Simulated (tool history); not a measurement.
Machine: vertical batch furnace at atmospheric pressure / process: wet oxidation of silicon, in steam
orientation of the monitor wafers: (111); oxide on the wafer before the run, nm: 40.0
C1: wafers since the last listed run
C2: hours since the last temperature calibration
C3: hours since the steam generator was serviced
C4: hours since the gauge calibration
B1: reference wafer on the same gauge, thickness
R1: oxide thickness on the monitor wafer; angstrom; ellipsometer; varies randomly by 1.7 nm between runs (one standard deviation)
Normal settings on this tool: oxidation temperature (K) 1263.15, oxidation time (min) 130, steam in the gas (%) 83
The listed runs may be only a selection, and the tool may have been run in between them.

{"run": 1, "hour": 0.0, "oxidation temperature (K)": 1263.15, "oxidation time (min)": 130, "steam in the gas (%)": 83, "C1": 0, "C2": 2167.7, "C3": 1441.6, "C4": 203.4, "B1": 646.89, "R1": 6661.3}
{"run": 2, "hour": 24.1, "oxidation temperature (K)": 1263.15, "oxidation time (min)": 130, "steam in the gas (%)": 83, "C1": 281, "C2": 2191.8, "C3": 1465.7, "C4": 227.5, "B1": 646.77, "R1": 6636.9}
{"run": 3, "hour": 34.4, "oxidation temperature (K)": 1263.15, "oxidation time (min)": 130, "steam in the gas (%)": 83, "C1": 120, "C2": 2202.1, "C3": 1476, "C4": 237.8, "B1": 647.12, "R1": 6706.8}
{"run": 4, "hour": 50.9, "oxidation temperature (K)": 1263.15, "oxidation time (min)": 130, "steam in the gas (%)": 83, "C1": 192, "C2": 2218.6, "C3": 1492.5, "C4": 254.3, "B1": 646.75, "R1": 6652.3}
{"run": 5, "hour": 67.3, "oxidation temperature (K)": 1263.15, "oxidation time (min)": 130, "steam in the gas (%)": 83, "C1": 191, "C2": 2235, "C3": 1508.9, "C4": 270.7, "B1": 646.91, "R1": 6672.7}
{"run": 6, "hour": 89.1, "oxidation temperature (K)": 1249.15, "oxidation time (min)": 130, "steam in the gas (%)": 83, "C1": 254, "C2": 2256.8, "C3": 1530.7, "C4": 292.5, "B1": 646.79, "R1": 6178.9}
{"run": 7, "hour": 153.0, "oxidation temperature (K)": 1249.15, "oxidation time (min)": 130, "steam in the gas (%)": 83, "C1": 746, "C2": 2320.7, "C3": 1594.6, "C4": 356.4, "B1": 647.29, "R1": 6175.8}
{"run": 8, "hour": 167.2, "oxidation temperature (K)": 1249.15, "oxidation time (min)": 130, "steam in the gas (%)": 83, "C1": 165, "C2": 2334.9, "C3": 1608.8, "C4": 370.6, "B1": 647.25, "R1": 6189.4}
{"run": 9, "hour": 187.3, "oxidation temperature (K)": 1263.15, "oxidation time (min)": 130, "steam in the gas (%)": 83, "C1": 234, "C2": 2355, "C3": 1628.9, "C4": 390.7, "B1": 646.67, "R1": 6684.5}
{"run": 10, "hour": 203.0, "oxidation temperature (K)": 1263.15, "oxidation time (min)": 130, "steam in the gas (%)": 83, "C1": 183, "C2": 2370.7, "C3": 1644.6, "C4": 406.4, "B1": 646.7, "R1": 6685.7}
{"run": 11, "hour": 227.4, "oxidation temperature (K)": 1271.15, "oxidation time (min)": 130, "steam in the gas (%)": 90, "C1": 285, "C2": 2395.1, "C3": 1669, "C4": 430.8, "B1": 646.72, "R1": 7260.8}
{"run": 12, "hour": 239.8, "oxidation temperature (K)": 1271.15, "oxidation time (min)": 130, "steam in the gas (%)": 90, "C1": 144, "C2": 2407.5, "C3": 1681.4, "C4": 443.2, "B1": 647.22, "R1": 7243.4}
{"run": 13, "hour": 259.4, "oxidation temperature (K)": 1271.15, "oxidation time (min)": 130, "steam in the gas (%)": 90, "C1": 228, "C2": 2427.1, "C3": 1701, "C4": 462.8, "B1": 646.89, "R1": 7246.5}
{"run": 14, "hour": 271.0, "oxidation temperature (K)": 1280.15, "oxidation time (min)": 130, "steam in the gas (%)": 83, "C1": 135, "C2": 2438.7, "C3": 1712.6, "C4": 474.4, "B1": 647.29, "R1": 7218.9}
{"hour": 274.2, "done": "gauge calibrated"}
{"run": 15, "hour": 288.6, "oxidation temperature (K)": 1280.15, "oxidation time (min)": 130, "steam in the gas (%)": 83, "C1": 205, "C2": 2456.3, "C3": 1730.2, "C4": 14.4, "B1": 647.4, "R1": 7235.9}
{"run": 16, "hour": 310.8, "oxidation temperature (K)": 1263.15, "oxidation time (min)": 130, "steam in the gas (%)": 83, "C1": 259, "C2": 2478.5, "C3": 1752.4, "C4": 36.6, "B1": 646.72, "R1": 6665.5}
{"run": 17, "hour": 334.7, "oxidation temperature (K)": 1263.15, "oxidation time (min)": 130, "steam in the gas (%)": 83, "C1": 279, "C2": 2502.4, "C3": 1776.3, "C4": 60.5, "B1": 647.41, "R1": 6677.2}
{"run": 18, "hour": 361.2, "oxidation temperature (K)": 1263.15, "oxidation time (min)": 130, "steam in the gas (%)": 83, "C1": 309, "C2": 2528.9, "C3": 1802.8, "C4": 87, "B1": 646.86, "R1": 6685}
{"run": 19, "hour": 380.6, "oxidation temperature (K)": 1263.15, "oxidation time (min)": 130, "steam in the gas (%)": 83, "C1": 226, "C2": 2548.3, "C3": 1822.2, "C4": 106.4, "B1": 646.9, "R1": 6652}
{"run": 20, "hour": 402.9, "oxidation temperature (K)": 1270.15, "oxidation time (min)": 104.5, "steam in the gas (%)": 89, "C1": 260, "C2": 2570.6, "C3": 1844.5, "C4": 128.7, "B1": 647.24, "R1": 6318.5}
{"run": 21, "hour": 414.0, "oxidation temperature (K)": 1263.15, "oxidation time (min)": 130, "steam in the gas (%)": 94, "C1": 129, "C2": 2581.7, "C3": 1855.6, "C4": 139.8, "B1": 646.96, "R1": 7116}
{"run": 22, "hour": 429.8, "oxidation temperature (K)": 1263.15, "oxidation time (min)": 130, "steam in the gas (%)": 83, "C1": 184, "C2": 2597.5, "C3": 1871.4, "C4": 155.6, "B1": 646.83, "R1": 6679.3}
{"run": 23, "hour": 442.3, "oxidation temperature (K)": 1263.15, "oxidation time (min)": 93.5, "steam in the gas (%)": 93, "C1": 146, "C2": 2610, "C3": 1883.9, "C4": 168.1, "B1": 646.82, "R1": 5881}
{"run": 24, "hour": 458.2, "oxidation temperature (K)": 1252.15, "oxidation time (min)": 100.5, "steam in the gas (%)": 75, "C1": 185, "C2": 2625.9, "C3": 1899.8, "C4": 184, "B1": 647.02, "R1": 5093.9}
{"run": 25, "hour": 485.7, "oxidation temperature (K)": 1274.15, "oxidation time (min)": 173, "steam in the gas (%)": 83, "C1": 321, "C2": 2653.4, "C3": 1927.3, "C4": 211.5, "B1": 647.08, "R1": 8237.5}
{"run": 26, "hour": 504.2, "oxidation temperature (K)": 1242.15, "oxidation time (min)": 130, "steam in the gas (%)": 83, "C1": 216, "C2": 2671.9, "C3": 1945.8, "C4": 230, "B1": 646.46, "R1": 5982.3}
{"hour": 547.5, "done": "steam generator serviced"}
{"run": 27, "hour": 548.0, "oxidation temperature (K)": 1271.15, "oxidation time (min)": 148.5, "steam in the gas (%)": 74, "C1": 231, "C2": 2715.7, "C3": 0.5, "C4": 273.8, "B1": 647.31, "R1": 6960}
{"hour": 572.7, "done": "thermocouples replaced and temperature profile calibrated"}
{"run": 28, "hour": 573.2, "oxidation temperature (K)": 1249.15, "oxidation time (min)": 174.5, "steam in the gas (%)": 78, "C1": 14, "C2": 0.5, "C3": 25.7, "C4": 299, "B1": 646.81, "R1": 7108.4}
{"run": 29, "hour": 608.4, "oxidation temperature (K)": 1273.15, "oxidation time (min)": 103.5, "steam in the gas (%)": 76, "C1": 411, "C2": 35.7, "C3": 60.9, "C4": 334.2, "B1": 646.88, "R1": 5803.8}
{"run": 30, "hour": 618.9, "oxidation temperature (K)": 1287.15, "oxidation time (min)": 162, "steam in the gas (%)": 88, "C1": 122, "C2": 46.2, "C3": 71.4, "C4": 344.7, "B1": 646.86, "R1": 8708}
{"run": 31, "hour": 660.6, "oxidation temperature (K)": 1275.15, "oxidation time (min)": 130, "steam in the gas (%)": 73, "C1": 487, "C2": 87.9, "C3": 113.1, "C4": 386.4, "B1": 647.2, "R1": 6543.3}
{"run": 32, "hour": 674.4, "oxidation temperature (K)": 1280.15, "oxidation time (min)": 130, "steam in the gas (%)": 92, "C1": 161, "C2": 101.7, "C3": 126.9, "C4": 400.2, "B1": 647.02, "R1": 7648.1}
{"run": 33, "hour": 693.6, "oxidation temperature (K)": 1242.15, "oxidation time (min)": 69, "steam in the gas (%)": 83, "C1": 224, "C2": 120.9, "C3": 146.1, "C4": 419.4, "B1": 647.1, "R1": 4058.3}
{"run": 34, "hour": 708.6, "oxidation temperature (K)": 1263.15, "oxidation time (min)": 130, "steam in the gas (%)": 83, "C1": 175, "C2": 135.9, "C3": 161.1, "C4": 434.4, "B1": 647.52, "R1": 6672.5}
{"run": 35, "hour": 735.5, "oxidation temperature (K)": 1263.15, "oxidation time (min)": 130, "steam in the gas (%)": 83, "C1": 314, "C2": 162.8, "C3": 188, "C4": 461.3, "B1": 647.02, "R1": 6669.5}
{"run": 36, "hour": 756.7, "oxidation temperature (K)": 1263.15, "oxidation time (min)": 174, "steam in the gas (%)": 83, "C1": 247, "C2": 184, "C3": 209.2, "C4": 482.5, "B1": 647.26, "R1": 7904.8}
{"hour": 780.4, "done": "gauge calibrated"}
{"run": 37, "hour": 780.7, "oxidation temperature (K)": 1263.15, "oxidation time (min)": 174, "steam in the gas (%)": 83, "C1": 280, "C2": 208, "C3": 233.2, "C4": 0.3, "B1": 647.08, "R1": 7902.7}

Hidden state, per run?
true tube temperature minus thermocouple reading, K: 0 across all the runs
steam share off its setpoint, % of the setpoint: 0 across all the runs
gauge reads high (%): 0 across all the runs
